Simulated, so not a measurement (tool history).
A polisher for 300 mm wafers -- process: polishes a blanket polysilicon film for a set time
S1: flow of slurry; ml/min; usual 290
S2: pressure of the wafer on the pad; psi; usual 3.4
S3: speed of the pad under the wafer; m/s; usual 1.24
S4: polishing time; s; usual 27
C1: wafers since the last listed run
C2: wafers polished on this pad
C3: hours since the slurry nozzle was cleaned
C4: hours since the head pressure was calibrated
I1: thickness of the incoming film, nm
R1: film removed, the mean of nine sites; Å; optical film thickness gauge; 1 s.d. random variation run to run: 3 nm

run,hour,S1,S2,S3,S4,C1,C2,C3,C4,I1,R1
1,0.0,290,3.1,1.24,32,0,411,317.5,517.4,935.4,3848
2,53.1,290,3.1,1.24,32,462,873,370.6,570.5,940.8,3803
3,154.1,290,3.1,1.24,32,879,1753,471.6,671.5,937.2,3533
# hour 165.0: worn pad replaced by a new one
# hour 172.4: slurry nozzle cleaned
4,256.9,290,3.4,1.24,20,851,791,84.5,774.3,941.2,2779
5,319.6,325,3.4,1.56,27,546,1337,147.2,837.0,929.8,4718
# hour 375.1: worn pad replaced by a new one
6,411.0,290,3.4,1.24,27,761,312,238.6,928.4,946.6,3610
7,512.1,290,3.4,1.24,27,880,1193,339.7,1029.5,940.0,3601
8,583.8,290,3.1,1.24,32,624,1817,411.4,1101.2,946.2,3751
# hour 600.0: worn pad replaced by a new one
# hour 649.0: slurry nozzle cleaned
9,658.3,375,3.7,1.24,27,605,498,9.3,1175.7,941.0,4108
10,728.5,290,3.4,0.90,27,611,1110,79.5,1245.9,926.0,2672
# hour 807.7: head pressure recalibrated
11,833.6,290,3.4,1.24,27,897,2008,184.6,25.9,940.6,3622
# hour 865.1: worn pad replaced by a new one
12,911.8,210,3.9,1.56,22,646,406,262.8,104.1,948.9,4023
13,1015.6,290,2.4,1.24,18,904,1310,366.6,207.9,935.1,1660
# hour 1104.2: worn pad replaced by a new one
# hour 1106.0: slurry nozzle cleaned
14,1115.3,245,3.4,1.02,18,824,88,9.3,307.6,954.8,1961
15,1205.4,290,3.4,1.24,27,784,873,99.4,397.7,948.5,3714

Below are 4 alternative next runs, each starting from the tool's condition after run 15. Predict each:
A,1205.8,290,3.4,1.24,27,3,876,99.8,398.1,938.4,?
B,1205.8,355,3.9,1.24,27,3,876,99.8,398.1,938.4,?
C,1205.8,355,2.5,1.10,27,3,876,99.8,398.1,938.4,?
D,1205.8,290,2.9,1.48,24,3,876,99.8,398.1,938.4,?

run,R1
A,3683
B,4308
C,2450
D,3333
Take away the tool's hidden state, keep each run's random variation, and the runs would have read:
run,R1
A,3709
B,4333
C,2464
D,3357

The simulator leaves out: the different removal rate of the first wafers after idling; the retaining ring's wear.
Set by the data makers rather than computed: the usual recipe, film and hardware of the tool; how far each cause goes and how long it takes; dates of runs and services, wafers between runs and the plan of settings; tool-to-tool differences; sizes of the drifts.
